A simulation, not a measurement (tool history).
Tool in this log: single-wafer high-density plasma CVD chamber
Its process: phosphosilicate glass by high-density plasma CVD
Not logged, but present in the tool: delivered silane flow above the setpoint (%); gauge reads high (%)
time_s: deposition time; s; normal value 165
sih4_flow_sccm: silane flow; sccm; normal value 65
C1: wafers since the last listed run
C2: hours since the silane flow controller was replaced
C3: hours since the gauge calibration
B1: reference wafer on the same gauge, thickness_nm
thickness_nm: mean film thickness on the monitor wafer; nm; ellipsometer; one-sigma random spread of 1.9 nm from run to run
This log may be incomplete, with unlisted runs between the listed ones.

Run 1, hour 0: usual settings but sih4_flow_sccm 59 sccm; C1 0; C2 1509.2; C3 113.3; B1 1080.665. Result: thickness_nm 1045.709 nm.
Run 2, hour 11.7: usual settings; C1 71; C2 1520.9; C3 125; B1 1080.699. Result: thickness_nm 1127.756 nm.
Run 3, hour 28.7: usual settings; C1 103; C2 1537.9; C3 142; B1 1079.403. Result: thickness_nm 1127.069 nm.
Run 4, hour 46: usual settings; C1 105; C2 1555.2; C3 159.3; B1 1079.705. Result: thickness_nm 1128.925 nm.
Run 5, hour 58.7: usual settings; C1 77; C2 1567.9; C3 172; B1 1079.756. Result: thickness_nm 1126.002 nm.
Run 6, hour 67.2: usual settings; C1 51; C2 1576.4; C3 180.5; B1 1078.761. Result: thickness_nm 1127.691 nm.
Run 7, hour 84.4: usual settings; C1 104; C2 1593.6; C3 197.7; B1 1079.836. Result: thickness_nm 1126.418 nm.
Run 8, hour 92.7: usual settings; C1 50; C2 1601.9; C3 206; B1 1080.442. Result: thickness_nm 1126.117 nm.
At hour 102.9: silane flow controller replaced.
Run 9, hour 105: usual settings; C1 26; C2 2.1; C3 218.3; B1 1079.849. Result: thickness_nm 1180.542 nm.
Run 10, hour 112: usual settings; C1 42; C2 9.1; C3 225.3; B1 1079.372. Result: thickness_nm 1180.934 nm.
Run 11, hour 119.7: usual settings; C1 46; C2 16.8; C3 233; B1 1079.969. Result: thickness_nm 1183.325 nm.
At hour 126.6: gauge calibrated.
Run 12, hour 135.9: usual settings; C1 98; C2 33; C3 9.3; B1 1080.409. Result: thickness_nm 1177.083 nm.
Run 13, hour 143.3: usual settings but time_s 190 s, sih4_flow_sccm 60 sccm; C1 45; C2 40.4; C3 16.7; B1 1080.737. Result: thickness_nm 1274.27 nm.
Run 14, hour 151: usual settings; C1 46; C2 48.1; C3 24.4; B1 1080.175. Result: thickness_nm 1180.349 nm.
Run 15, hour 163.8: usual settings but time_s 132 s, sih4_flow_sccm 55 sccm; C1 77; C2 60.9; C3 37.2; B1 1080.94. Result: thickness_nm 827.067 nm.
Run 16, hour 172.4: usual settings but time_s 186 s; C1 52; C2 69.5; C3 45.8; B1 1079.892. Result: thickness_nm 1326.7 nm.
Run 17, hour 180.1: usual settings but time_s 192 s, sih4_flow_sccm 76 sccm; C1 46; C2 77.2; C3 53.5; B1 1079.522. Result: thickness_nm 1551.767 nm.
Run 18, hour 197.9: usual settings but time_s 181 s, sih4_flow_sccm 77 sccm; C1 108; C2 95; C3 71.3; B1 1080.041. Result: thickness_nm 1475.778 nm.
Run 19, hour 208.5: usual settings; C1 64; C2 105.6; C3 81.9; B1 1080.193. Result: thickness_nm 1177.476 nm.
Run 20, hour 221.1: usual settings but time_s 196 s, sih4_flow_sccm 74 sccm; C1 76; C2 118.2; C3 94.5; B1 1080.7. Result: thickness_nm 1542.224 nm.
Run 21, hour 229.9: usual settings but sih4_flow_sccm 55 sccm; C1 53; C2 127; C3 103.3; B1 1079.644. Result: thickness_nm 1029.978 nm.
Run 22, hour 243.2: usual settings; C1 80; C2 140.3; C3 116.6; B1 1080.587. Result: thickness_nm 1172.131 nm.
Run 23, hour 255.9: usual settings but time_s 182 s, sih4_flow_sccm 72 sccm; C1 77; C2 153; C3 129.3; B1 1079.982. Result: thickness_nm 1398.528 nm.
Run 24, hour 264.9: usual settings but time_s 186 s, sih4_flow_sccm 71 sccm; C1 54; C2 162; C3 138.3; B1 1080.334. Result: thickness_nm 1413.701 nm.
Run 25, hour 277.9: usual settings but sih4_flow_sccm 77 sccm; C1 79; C2 175; C3 151.3; B1 1079.959. Result: thickness_nm 1337.624 nm.
Run 26, hour 293.1: usual settings; C1 92; C2 190.2; C3 166.5; B1 1079.894. Result: thickness_nm 1166.888 nm.
Run 27, hour 299.4: usual settings but time_s 195 s, sih4_flow_sccm 57 sccm; C1 38; C2 196.5; C3 172.8; B1 1078.856. Result: thickness_nm 1245.264 nm.

Run-by-run hidden state of the tool:
gauge reads high (%): 0 in every run
H1: delivered silane flow above the setpoint (%)
run      H1
  1   -5.85
  2   -5.86
  3   -5.87
  4   -5.89
  5    -5.9
  6    -5.9
  7   -5.92
  8   -5.92
  9   0.192
 10   0.121
 11  0.0431
 12  -0.117
 13  -0.189
 14  -0.263
 15  -0.384
 16  -0.463
 17  -0.534
 18  -0.693
 19  -0.786
 20  -0.894
 21  -0.968
 22   -1.08
 23   -1.18
 24   -1.25
 25   -1.36
 26   -1.47
 27   -1.52
